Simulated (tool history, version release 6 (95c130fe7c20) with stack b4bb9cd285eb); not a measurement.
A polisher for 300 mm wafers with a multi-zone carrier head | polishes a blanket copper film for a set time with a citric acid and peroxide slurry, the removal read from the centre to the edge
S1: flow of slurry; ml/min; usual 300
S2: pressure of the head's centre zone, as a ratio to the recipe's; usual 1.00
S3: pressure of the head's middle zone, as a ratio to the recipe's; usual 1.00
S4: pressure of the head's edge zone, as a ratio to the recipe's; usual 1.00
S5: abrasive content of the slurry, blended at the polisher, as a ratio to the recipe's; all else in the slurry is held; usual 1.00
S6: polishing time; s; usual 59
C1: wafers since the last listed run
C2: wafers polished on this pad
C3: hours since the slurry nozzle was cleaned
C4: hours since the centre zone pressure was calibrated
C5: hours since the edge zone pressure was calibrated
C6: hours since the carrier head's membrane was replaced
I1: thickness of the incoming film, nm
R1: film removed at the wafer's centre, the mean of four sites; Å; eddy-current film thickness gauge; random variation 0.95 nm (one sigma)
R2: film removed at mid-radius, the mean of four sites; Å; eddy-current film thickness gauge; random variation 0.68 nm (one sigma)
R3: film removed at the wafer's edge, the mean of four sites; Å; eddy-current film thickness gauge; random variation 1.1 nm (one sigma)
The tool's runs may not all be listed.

run,hour,S1,S2,S3,S4,S5,S6,C1,C2,C3,C4,C5,C6,I1,R1,R2,R3
1,0.0,300,1.00,1.00,1.00,1.00,59,0,529,713.2,1204.4,495.2,1515.7,589.5,962,952,975
2,13.8,300,1.00,1.00,1.00,1.00,59,179,708,727.0,1218.2,509.0,1529.5,600.0,957,955,952
3,30.9,300,1.00,1.00,1.00,1.00,59,222,931,744.1,1235.3,526.1,1546.6,606.6,937,935,936
# hour 42.2: worn pad replaced by a new one
4,42.7,300,1.00,1.00,1.00,1.00,43,101,6,755.9,1247.1,537.9,1558.4,594.9,706,710,716
5,48.1,300,1.00,1.00,1.00,1.00,43,70,76,761.3,1252.5,543.3,1563.8,598.2,718,714,729
6,60.9,300,1.00,1.00,1.00,1.00,43,166,243,774.1,1265.3,556.1,1576.6,604.3,712,719,709
7,70.8,300,1.00,1.00,1.00,1.00,59,128,372,784.0,1275.2,566.0,1586.5,591.9,983,965,994
8,85.9,300,1.00,1.00,1.00,1.00,59,196,568,799.1,1290.3,581.1,1601.6,607.8,962,961,981
# hour 97.5: centre zone pressure recalibrated
9,98.3,300,1.00,0.95,1.00,1.00,59,135,703,811.5,0.8,593.5,1614.0,599.9,951,920,962
10,113.3,300,1.00,1.00,1.00,1.00,59,195,898,826.5,15.8,608.5,1629.0,595.2,956,934,949
# hour 121.5: worn pad replaced by a new one
11,130.3,300,1.00,0.90,1.00,1.00,59,169,114,843.5,32.8,625.5,1646.0,602.3,968,893,987
# hour 136.2: carrier head's membrane replaced by a new one
# hour 139.0: slurry nozzle cleaned
12,143.9,300,1.00,1.00,1.00,1.00,59,98,212,4.9,46.4,639.1,7.7,599.5,961,964,976
13,159.6,300,1.04,1.00,1.00,1.00,59,204,417,20.6,62.1,654.8,23.4,604.8,1001,962,961
14,167.4,245,1.00,1.00,1.00,1.00,59,101,518,28.4,69.9,662.6,31.2,599.3,923,938,952
# hour 175.7: edge zone pressure recalibrated
15,185.4,300,1.00,1.00,1.10,1.00,59,208,726,46.4,87.9,9.7,49.2,599.1,958,953,999
16,198.2,370,0.96,0.93,1.00,1.00,59,166,893,59.2,100.7,22.5,62.0,603.0,917,899,959
# hour 212.6: worn pad replaced by a new one
17,215.1,300,0.96,1.00,0.95,1.00,74,167,33,76.1,117.6,39.4,78.9,605.4,1180,1232,1200
18,227.7,300,1.00,1.00,1.00,1.00,59,163,196,88.7,130.2,52.0,91.5,594.4,979,979,990
19,238.4,300,1.00,1.00,1.00,1.00,59,139,336,99.4,140.9,62.7,102.2,598.4,972,978,973
20,251.2,205,1.11,1.00,1.00,1.00,59,166,502,112.2,153.7,75.5,115.0,594.6,1030,917,933
21,260.1,300,0.94,1.00,1.00,1.00,59,115,618,121.1,162.6,84.4,123.9,587.7,905,951,964

Measured less the same run without the tool's hidden state. The same run-to-run variation is in both; the gauge's scatter may not be:
The hidden state here: removal rate lost through wear of the pad, %; slurry flow missing at the pad, %; deviation of the centre zone's pressure from its setpoint, %; deviation of the edge zone's pressure from its setpoint, %.
run,R1,R2,R3
1,-21,-21,-21
2,-29,-29,-29
3,-42,-43,-43
4,+0,-1,+0
5,+0,-1,-1
6,-2,-2,-2
7,-5,-6,-6
8,-13,-13,-13
9,-21,-20,-21
10,-33,-32,-32
11,-5,-4,-5
12,-7,-7,-8
13,-14,-14,-13
14,-17,-17,-18
15,-31,-31,-31
16,-41,-40,-43
17,-3,-3,-3
18,-4,-3,-3
19,-6,-7,-6
20,-12,-11,-11
21,-15,-16,-16
